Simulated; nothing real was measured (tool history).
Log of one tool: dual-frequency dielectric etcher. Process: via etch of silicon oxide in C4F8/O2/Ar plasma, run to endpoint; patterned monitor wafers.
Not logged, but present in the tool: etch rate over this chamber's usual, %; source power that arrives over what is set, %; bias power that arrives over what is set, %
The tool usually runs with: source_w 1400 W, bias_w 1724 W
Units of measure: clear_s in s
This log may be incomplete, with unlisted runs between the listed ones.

| run | hour | source_w | bias_w | wafers since the last listed run | hours since the last wet clean | hours since the last source power generator calibration | hours since the last bias power generator calibration | hours since the last upper electrode change | incoming incoming film thickness, nm | clear_s |
|---|---|---|---|---|---|---|---|---|---|---|
| 1 | 0.0 | 1400 | 1724 | 0 | 219.4 | 3055.8 | 4883.5 | 5320.6 | 1770.8 | 421.7 |
| 2 | 17.5 | 1400 | 1724 | 65 | 236.9 | 3073.3 | 4901.0 | 5338.1 | 1775.3 | 422.7 |
| 3 | 31.1 | 1550 | 1724 | 50 | 250.5 | 3086.9 | 4914.6 | 5351.7 | 1765.8 | 400.6 |
| 4 | 42.3 | 1550 | 1724 | 41 | 261.7 | 3098.1 | 4925.8 | 5362.9 | 1747.8 | 395.7 |
| 5 | 56.0 | 1550 | 1724 | 51 | 275.4 | 3111.8 | 4939.5 | 5376.6 | 1750.8 | 396.8 |
| 6 | 73.2 | 1400 | 1724 | 64 | 292.6 | 3129.0 | 4956.7 | 5393.8 | 1762.9 | 425.6 |
| 7 | 89.1 | 1400 | 1724 | 59 | 308.5 | 3144.9 | 4972.6 | 5409.7 | 1770.7 | 423.9 |
| 8 | 103.4 | 1400 | 1724 | 53 | 322.8 | 3159.2 | 4986.9 | 5424.0 | 1748.7 | 422.9 |
| 9 | 111.3 | 1400 | 1724 | 29 | 330.7 | 3167.1 | 4994.8 | 5431.9 | 1765.1 | 427.2 |
| 10 | 117.5 | 1400 | 1724 | 23 | 336.9 | 3173.3 | 5001.0 | 5438.1 | 1751.5 | 422.0 |
| 11 | 134.5 | 1400 | 1724 | 63 | 353.9 | 3190.3 | 5018.0 | 5455.1 | 1754.6 | 420.9 |
|  | 172.1 | upper electrode replaced |
| 12 | 172.6 | 1400 | 1724 | 52 | 392.0 | 3228.4 | 5056.1 | 0.5 | 1744.7 | 421.6 |
| 13 | 173.0 | 1400 | 1724 | 1 | 392.4 | 3228.8 | 5056.5 | 0.9 | 1755.0 | 424.9 |
| 14 | 176.8 | 1400 | 1724 | 14 | 396.2 | 3232.6 | 5060.3 | 4.7 | 1759.5 | 430.2 |
| 15 | 184.1 | 1400 | 1724 | 27 | 403.5 | 3239.9 | 5067.6 | 12.0 | 1750.8 | 425.8 |
|  | 188.6 | bias power generator calibrated |
| 16 | 199.6 | 1660 | 1724 | 42 | 419.0 | 3255.4 | 11.0 | 27.5 | 1751.6 | 383.0 |
| 17 | 215.8 | 1660 | 1724 | 60 | 435.2 | 3271.6 | 27.2 | 43.7 | 1761.3 | 388.5 |
| 18 | 227.7 | 1660 | 1724 | 44 | 447.1 | 3283.5 | 39.1 | 55.6 | 1763.7 | 392.9 |
| 19 | 234.6 | 1660 | 1358 | 25 | 454.0 | 3290.4 | 46.0 | 62.5 | 1749.0 | 415.3 |
| 20 | 248.4 | 1270 | 2104 | 51 | 467.8 | 3304.2 | 59.8 | 76.3 | 1755.5 | 422.0 |
| 21 | 267.6 | 1400 | 1724 | 71 | 487.0 | 3323.4 | 79.0 | 95.5 | 1760.2 | 430.4 |
|  | 296.0 | wet clean of the chamber |
| 22 | 296.5 | 1570 | 1540 | 18 | 0.5 | 3352.3 | 107.9 | 124.4 | 1766.6 | 400.1 |
| 23 | 296.9 | 1100 | 1724 | 1 | 0.9 | 3352.7 | 108.3 | 124.8 | 1768.8 | 484.3 |
|  | 308.1 | source power generator calibrated |
| 24 | 308.6 | 1730 | 1935 | 28 | 12.6 | 0.5 | 120.0 | 136.5 | 1782.4 | 354.9 |
| 25 | 327.2 | 1400 | 1724 | 69 | 31.2 | 19.1 | 138.6 | 155.1 | 1743.2 | 409.5 |
| 26 | 344.3 | 1720 | 1979 | 63 | 48.3 | 36.2 | 155.7 | 172.2 | 1747.2 | 352.7 |
| 27 | 357.9 | 1660 | 1724 | 50 | 61.9 | 49.8 | 169.3 | 185.8 | 1763.8 | 376.5 |
| 28 | 368.6 | 1400 | 1396 | 39 | 72.6 | 60.5 | 180.0 | 196.5 | 1771.0 | 448.2 |
| 29 | 407.6 | 1590 | 1888 | 145 | 111.6 | 99.5 | 219.0 | 235.5 | 1748.4 | 371.0 |
| 30 | 414.1 | 1070 | 1304 | 24 | 118.1 | 106.0 | 225.5 | 242.0 | 1752.4 | 537.3 |
| 31 | 430.5 | 1630 | 1903 | 61 | 134.5 | 122.4 | 241.9 | 258.4 | 1746.8 | 369.6 |
| 32 | 442.3 | 1400 | 1724 | 44 | 146.3 | 134.2 | 253.7 | 270.2 | 1773.9 | 422.9 |
| 33 | 453.4 | 1400 | 1724 | 41 | 157.4 | 145.3 | 264.8 | 281.3 | 1760.9 | 414.4 |
| 34 | 461.0 | 1630 | 1903 | 28 | 165.0 | 152.9 | 272.4 | 288.9 | 1743.8 | 367.8 |
| 35 | 472.0 | 1400 | 2111 | 41 | 176.0 | 163.9 | 283.4 | 299.9 | 1758.1 | 395.0 |
| 36 | 489.7 | 1400 | 2111 | 66 | 193.7 | 181.6 | 301.1 | 317.6 | 1739.6 | 384.1 |

Each row is a separate what-if for the run after 36, all from the same tool condition, not one after another. Results?
| A | 490.2 | 1400 | 1329 | 1 | 194.2 | 182.1 | 301.6 | 318.1 | 1764.9 | ? |
| B | 490.2 | 1270 | 1315 | 1 | 194.2 | 182.1 | 301.6 | 318.1 | 1764.9 | ? |
| C | 490.2 | 1400 | 1509 | 1 | 194.2 | 182.1 | 301.6 | 318.1 | 1764.9 | ? |

| run | clear_s |
|---|---|
| A | 459.6 |
| B | 489.7 |
| C | 441.8 |
Without the tool's unlogged condition, the same runs would have read:
| run | clear_s |
|---|---|
| A | 450.6 |
| B | 480.1 |
| C | 433.1 |

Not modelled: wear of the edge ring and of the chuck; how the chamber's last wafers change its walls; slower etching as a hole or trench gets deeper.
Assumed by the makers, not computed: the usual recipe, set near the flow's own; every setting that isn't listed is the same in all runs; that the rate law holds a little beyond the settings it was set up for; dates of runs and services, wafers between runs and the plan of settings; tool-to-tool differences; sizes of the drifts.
